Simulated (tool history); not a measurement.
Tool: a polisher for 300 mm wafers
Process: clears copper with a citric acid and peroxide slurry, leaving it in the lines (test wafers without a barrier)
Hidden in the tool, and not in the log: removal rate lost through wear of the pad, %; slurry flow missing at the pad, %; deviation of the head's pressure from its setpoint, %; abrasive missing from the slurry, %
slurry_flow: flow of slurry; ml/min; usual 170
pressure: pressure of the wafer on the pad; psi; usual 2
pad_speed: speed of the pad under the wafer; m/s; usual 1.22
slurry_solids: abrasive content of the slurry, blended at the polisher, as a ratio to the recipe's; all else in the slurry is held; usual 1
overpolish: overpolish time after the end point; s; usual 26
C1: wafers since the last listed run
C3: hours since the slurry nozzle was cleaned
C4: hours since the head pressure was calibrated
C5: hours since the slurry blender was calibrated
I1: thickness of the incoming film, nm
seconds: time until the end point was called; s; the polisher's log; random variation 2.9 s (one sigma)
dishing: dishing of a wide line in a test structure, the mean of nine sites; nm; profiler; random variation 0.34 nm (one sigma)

Run 1, hour 0: usual settings; C1 0; wafers polished on this pad 887; C3 408.3; C4 397.5; C5 95.3; I1 306.8. Result: seconds 213.5 s, dishing 22.7 nm.
Run 2, hour 6.2: usual settings but slurry_solids 0.9, overpolish 39 s; C1 34; wafers polished on this pad 921; C3 414.5; C4 403.7; C5 101.5; I1 305.5. Result: seconds 222.7 s, dishing 30.4 nm.
Run 3, hour 20.6: usual settings but slurry_solids 0.9, overpolish 39 s; C1 79; wafers polished on this pad 1000; C3 428.9; C4 418.1; C5 115.9; I1 305.1. Result: seconds 223.4 s, dishing 30.8 nm.
Run 4, hour 29.4: usual settings but slurry_solids 0.9, overpolish 39 s; C1 48; wafers polished on this pad 1048; C3 437.7; C4 426.9; C5 124.7; I1 303.1. Result: seconds 219.8 s, dishing 30.9 nm.
Run 5, hour 37.4: usual settings but slurry_solids 0.85, overpolish 21 s; C1 43; wafers polished on this pad 1092; C3 445.7; C4 434.9; C5 132.7; I1 306.7. Result: seconds 229.5 s, dishing 18 nm.
Run 6, hour 47.4: usual settings but slurry_solids 0.85, overpolish 21 s; C1 54; wafers polished on this pad 1147; C3 455.7; C4 444.9; C5 142.7; I1 303.9. Result: seconds 223.6 s, dishing 18.1 nm.
Run 7, hour 63.8: usual settings; C1 89; wafers polished on this pad 1237; C3 472.1; C4 461.3; C5 159.1; I1 308.3. Result: seconds 214.4 s, dishing 22.9 nm.
At hour 68.1: worn pad replaced by a new one.
Run 8, hour 80.6: usual settings; C1 70; wafers polished on this pad 68; C3 488.9; C4 478.1; C5 175.9; I1 308.2. Result: seconds 219.9 s, dishing 22.3 nm.
Run 9, hour 91: usual settings but slurry_solids 0.9, overpolish 32 s; C1 57; wafers polished on this pad 125; C3 499.3; C4 488.5; C5 186.3; I1 303.2. Result: seconds 222.8 s, dishing 26.5 nm.
Run 10, hour 105: usual settings; C1 76; wafers polished on this pad 202; C3 513.3; C4 502.5; C5 200.3; I1 307.1. Result: seconds 219 s, dishing 22.2 nm.
Run 11, hour 143.9: usual settings but slurry_flow 200 ml/min, pressure 1.5 psi; C1 213; wafers polished on this pad 416; C3 552.2; C4 541.4; C5 239.2; I1 306.5. Result: seconds 277 s, dishing 18.5 nm.
Run 12, hour 151.8: usual settings; C1 43; wafers polished on this pad 459; C3 560.1; C4 549.3; C5 247.1; I1 308.2. Result: seconds 227.7 s, dishing 22.1 nm.
Run 13, hour 161.6: usual settings but slurry_flow 140 ml/min, pressure 1.6 psi, pad_speed 0.82 m/s, overpolish 11 s; C1 53; wafers polished on this pad 513; C3 569.9; C4 559.1; C5 256.9; I1 301.9. Result: seconds 425.9 s, dishing 5.4 nm.
Run 14, hour 177.5: usual settings but slurry_flow 150 ml/min, pressure 2.6 psi, slurry_solids 0.8; C1 87; wafers polished on this pad 600; C3 585.8; C4 575; C5 272.8; I1 305. Result: seconds 193.5 s, dishing 25.1 nm.
At hour 179.8: slurry blender recalibrated.
Run 15, hour 195.3: usual settings; C1 86; wafers polished on this pad 687; C3 603.6; C4 592.8; C5 15.5; I1 302.3. Result: seconds 226.1 s, dishing 22 nm.
Run 16, hour 207.6: usual settings but slurry_flow 145 ml/min, slurry_solids 1.1; C1 67; wafers polished on this pad 754; C3 615.9; C4 605.1; C5 27.8; I1 303.4. Result: seconds 227.4 s, dishing 21.3 nm.
At hour 213.8: slurry nozzle cleaned.
Run 17, hour 224.7: usual settings but overpolish 21 s; C1 88; wafers polished on this pad 843; C3 10.9; C4 622.2; C5 44.9; I1 301.9. Result: seconds 202.8 s, dishing 20.3 nm.
Run 18, hour 236.5: usual settings; C1 64; wafers polished on this pad 907; C3 22.7; C4 634; C5 56.7; I1 305.9. Result: seconds 202.3 s, dishing 23.8 nm.
At hour 248.3: head pressure recalibrated.
At hour 251: worn pad replaced by a new one.
Run 19, hour 251.5: usual settings but slurry_flow 130 ml/min; C1 56; wafers polished on this pad 2; C3 37.7; C4 3.2; C5 71.7; I1 304.5. Result: seconds 214.3 s, dishing 22.5 nm.
Run 20, hour 255.4: usual settings but slurry_flow 205 ml/min, pressure 2.6 psi, slurry_solids 1.2, overpolish 13 s; C1 21; wafers polished on this pad 23; C3 41.6; C4 7.1; C5 75.6; I1 303.4. Result: seconds 145.5 s, dishing 17.2 nm.
Run 21, hour 267.4: usual settings; C1 65; wafers polished on this pad 89; C3 53.6; C4 19.1; C5 87.6; I1 308.4. Result: seconds 205 s, dishing 23.7 nm.
Run 22, hour 284.4: usual settings but slurry_flow 195 ml/min, pressure 1.7 psi, pad_speed 1.02 m/s, overpolish 32 s; C1 93; wafers polished on this pad 183; C3 70.6; C4 36.1; C5 104.6; I1 308. Result: seconds 271.4 s, dishing 22.4 nm.
Run 23, hour 296.4: usual settings; C1 65; wafers polished on this pad 248; C3 82.6; C4 48.1; C5 116.6; I1 309.4. Result: seconds 202.6 s, dishing 24 nm.
Run 24, hour 313.5: usual settings but slurry_flow 205 ml/min; C1 93; wafers polished on this pad 342; C3 99.7; C4 65.2; C5 133.7; I1 300.5. Result: seconds 191 s, dishing 24.4 nm.
Run 25, hour 326: usual settings but slurry_flow 125 ml/min, pad_speed 1.02 m/s; C1 68; wafers polished on this pad 411; C3 112.2; C4 77.7; C5 146.2; I1 300.7. Result: seconds 256.3 s, dishing 19.6 nm.
Run 26, hour 343.4: usual settings but pressure 2.5 psi, slurry_solids 0.7; C1 95; wafers polished on this pad 506; C3 129.6; C4 95.1; C5 163.6; I1 303.2. Result: seconds 186.2 s, dishing 25.6 nm.
Run 27, hour 351.8: usual settings but pressure 1.5 psi; C1 46; wafers polished on this pad 552; C3 138; C4 103.5; C5 172; I1 303.7. Result: seconds 261.7 s, dishing 19 nm.
Run 28, hour 368.8: usual settings; C1 93; wafers polished on this pad 646; C3 155; C4 120.5; C5 189; I1 305. Result: seconds 208.5 s, dishing 23.7 nm.
Run 29, hour 379.2: usual settings but slurry_flow 195 ml/min, pressure 1.7 psi, pad_speed 0.86 m/s, slurry_solids 0.9; C1 57; wafers polished on this pad 703; C3 165.4; C4 130.9; C5 199.4; I1 303.5. Result: seconds 338.4 s, dishing 15.5 nm.

Hidden state or all else? Some run-to-run changes of seconds, split into what the settings, what came in and random variation would give without the hidden state, and what is left for the hidden state (with any gauge scatter that isn't in both results):
Run 12 -> 13: slurry_flow 170 -> 140, pressure 2 -> 1.6, pad_speed 1.22 -> 0.82, overpolish 26 -> 11. seconds +198.2 s: hidden state +32.5, all else +165.7.
Run 13 -> 14: slurry_flow 140 -> 150, pressure 1.6 -> 2.6, pad_speed 0.82 -> 1.22, slurry_solids 1 -> 0.8, overpolish 11 -> 26. seconds -232.4 s: hidden state -32, all else -200.4.
